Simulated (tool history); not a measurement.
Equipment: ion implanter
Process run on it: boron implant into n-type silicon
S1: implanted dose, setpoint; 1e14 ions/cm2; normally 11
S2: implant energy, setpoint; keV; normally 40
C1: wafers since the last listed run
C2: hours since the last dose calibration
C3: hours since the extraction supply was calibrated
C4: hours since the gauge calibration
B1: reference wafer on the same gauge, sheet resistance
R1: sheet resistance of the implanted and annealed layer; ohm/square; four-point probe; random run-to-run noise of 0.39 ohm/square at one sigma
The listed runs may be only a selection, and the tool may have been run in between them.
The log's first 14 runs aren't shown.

run 15 hour=482.7 | S1=11 S2=40 | C1=511 C2=1604.4 C3=3819.5 C4=488.7 | B1=105.36 | R1=96.17
run 16 hour=511.5 | S1=11 S2=31 | C1=541 C2=1633.2 C3=3848.3 C4=517.5 | B1=105.43 | R1=96.44
-- hour=514.5 gauge calibrated
run 17 hour=524 | S1=12.18 S2=40 | C1=234 C2=1645.7 C3=3860.8 C4=9.5 | B1=105.38 | R1=88.58
-- hour=551.2 extraction supply calibrated
run 18 hour=557.9 | S1=7.73 S2=40 | C1=486 C2=1679.6 C3=6.7 C4=43.4 | B1=105.43 | R1=127.88
run 19 hour=592.8 | S1=11 S2=40 | C1=655 C2=1714.5 C3=41.6 C4=78.3 | B1=105.47 | R1=95.26
run 20 hour=625.6 | S1=11 S2=40 | C1=616 C2=1747.3 C3=74.4 C4=111.1 | B1=105.4 | R1=94.99
run 21 hour=641.8 | S1=9.13 S2=51 | C1=304 C2=1763.5 C3=90.6 C4=127.3 | B1=105.46 | R1=110.1
run 22 hour=657.6 | S1=9.93 S2=40 | C1=296 C2=1779.3 C3=106.4 C4=143.1 | B1=105.32 | R1=103.12
-- hour=667.3 Faraday cup replaced and dose calibrated
run 23 hour=686.1 | S1=13.71 S2=53.5 | C1=385 C2=18.8 C3=134.9 C4=171.6 | B1=105.37 | R1=82.1
run 24 hour=705.4 | S1=11 S2=28.5 | C1=362 C2=38.1 C3=154.2 C4=190.9 | B1=105.44 | R1=100.63
run 25 hour=732.8 | S1=13.64 S2=31.5 | C1=514 C2=65.5 C3=181.6 C4=218.3 | B1=105.4 | R1=84.07

What will run 26 give?
run 26 hour=753.3 | S1=12.03 S2=53 | C1=385 C2=86 C3=202.1 C4=238.8 | B1=? | R1=?

{"run 26": {"B1": 105.39, "R1": 90.98}}
With no hidden state in the tool, this same run would have given R1 91.18 ohm/square.

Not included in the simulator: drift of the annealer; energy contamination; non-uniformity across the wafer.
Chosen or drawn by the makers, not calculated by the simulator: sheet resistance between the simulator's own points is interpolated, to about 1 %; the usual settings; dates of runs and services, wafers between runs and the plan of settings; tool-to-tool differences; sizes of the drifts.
